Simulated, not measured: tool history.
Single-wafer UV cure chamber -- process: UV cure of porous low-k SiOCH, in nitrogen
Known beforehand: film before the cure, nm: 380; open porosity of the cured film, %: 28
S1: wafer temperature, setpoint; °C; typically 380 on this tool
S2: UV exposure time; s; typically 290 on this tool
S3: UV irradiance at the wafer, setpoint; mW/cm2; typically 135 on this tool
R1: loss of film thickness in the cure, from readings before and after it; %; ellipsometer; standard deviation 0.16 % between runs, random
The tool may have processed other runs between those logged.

run   hour   S1   S2   S3      R1
  1    0.0  380  290  135  13.921
  2   15.7  380  290  135  13.574
  3   27.3  380  290  135  13.777
  4   61.4  380  290  135  13.845
  5   72.1  380  290  124  13.202
  6   82.9  380  290  135  13.651
  7   93.7  380  225  135  12.398
  8  100.8  380  290  135  13.495
  9  109.6  380  290  154  14.323
 10  119.2  380  290  154  14.314
 11  136.4  375  290  135  13.414
 12  146.5  380  290  135  13.349
     169.5  -- UV bulbs replaced
     169.5  -- quartz window cleaned
 13  170.0  380  370  135  14.152
 14  172.0  390  395   99  13.233
 15  187.6  380  290  135  12.960
 16  205.2  380  290  135  13.095
     214.7  -- quartz window cleaned, repeated, since the last time left the tool worse
 17  220.7  380  120  135  10.194
 18  227.4  380  395  163  16.941
 19  244.1  380  385  119  14.627
 20  255.1  380  430  135  16.225
 21  270.8  393  290  114  13.185
 22  282.7  368  395  149  15.717
 23  290.3  380  290  135  13.909
 24  305.0  369  360  135  14.583
 25  317.6  362  335  123  13.892

Here are 3 independent what-if runs from the current tool condition. What would each one return?
  A  318.1  380  290  135   ?
  B  318.1  366  290  135   ?
  C  318.1  373  180  145   ?

run      R1
  A  13.589
  B  13.319
  C  11.611
Stripped of hidden state, with their random variation kept, the same runs would have yielded:
run      R1
  A  14.005
  B  13.733
  C  12.011
